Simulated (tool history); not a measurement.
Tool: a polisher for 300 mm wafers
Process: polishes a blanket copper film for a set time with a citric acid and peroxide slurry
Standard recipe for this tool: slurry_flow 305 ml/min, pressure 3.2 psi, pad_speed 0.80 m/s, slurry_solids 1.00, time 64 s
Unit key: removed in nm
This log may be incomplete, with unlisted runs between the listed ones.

run,hour,slurry_flow,pressure,pad_speed,slurry_solids,time,wafers since the last listed run,wafers polished on this pad,hours since the slurry nozzle was cleaned,hours since the head pressure was calibrated,hours since the slurry blender was calibrated,"incoming thickness of the incoming film, nm",removed
1,0.0,275,3.2,0.86,1.00,64,0,1311,383.3,874.9,206.1,481.0,112.5
# hour 13.7: worn pad replaced by a new one
2,17.6,275,3.2,0.86,1.00,64,150,43,400.9,892.5,223.7,482.1,127.4
3,32.1,275,3.2,0.86,1.00,64,160,203,415.4,907.0,238.2,485.9,127.2
4,46.4,230,3.2,0.80,1.00,64,157,361,429.7,921.3,252.5,483.3,111.1
5,62.3,230,3.2,0.80,1.00,64,175,536,445.6,937.2,268.4,480.0,109.6
6,72.6,305,3.2,0.80,1.00,64,113,650,455.9,947.5,278.7,483.2,113.2
7,85.7,305,3.2,0.80,1.00,64,144,794,469.0,960.6,291.8,475.1,110.1
8,93.9,305,3.2,0.80,1.00,64,90,885,477.2,968.8,300.0,478.7,108.8
9,109.7,305,3.2,0.80,1.00,77,174,1059,493.0,984.6,315.8,486.1,134.1
# hour 115.9: worn pad replaced by a new one
10,138.3,305,3.2,0.80,1.00,77,271,247,521.6,1013.2,344.4,481.3,145.0
# hour 142.1: slurry blender recalibrated
# hour 149.4: slurry nozzle cleaned
11,151.4,305,3.2,0.80,1.00,64,111,359,2.0,1026.3,9.3,483.4,127.9
12,161.1,305,3.2,0.80,1.00,64,107,466,11.7,1036.0,19.0,483.6,126.5
13,175.1,305,3.2,0.80,1.00,64,154,620,25.7,1050.0,33.0,489.6,123.7
14,183.6,305,3.2,0.80,1.00,64,93,714,34.2,1058.5,41.5,476.1,121.7
15,199.5,305,3.2,0.80,1.15,64,175,889,50.1,1074.4,57.4,478.9,126.0

For run 16, what comes out?
# hour 215.7: worn pad replaced by a new one
16,216.2,400,3.2,0.80,1.00,64,140,5,66.8,1091.1,74.1,485.1,?

{"run 16": {"removed": 134.5}}
If the tool had no hidden condition, the same run with the same run-to-run variation would have returned removed 136.5 nm.

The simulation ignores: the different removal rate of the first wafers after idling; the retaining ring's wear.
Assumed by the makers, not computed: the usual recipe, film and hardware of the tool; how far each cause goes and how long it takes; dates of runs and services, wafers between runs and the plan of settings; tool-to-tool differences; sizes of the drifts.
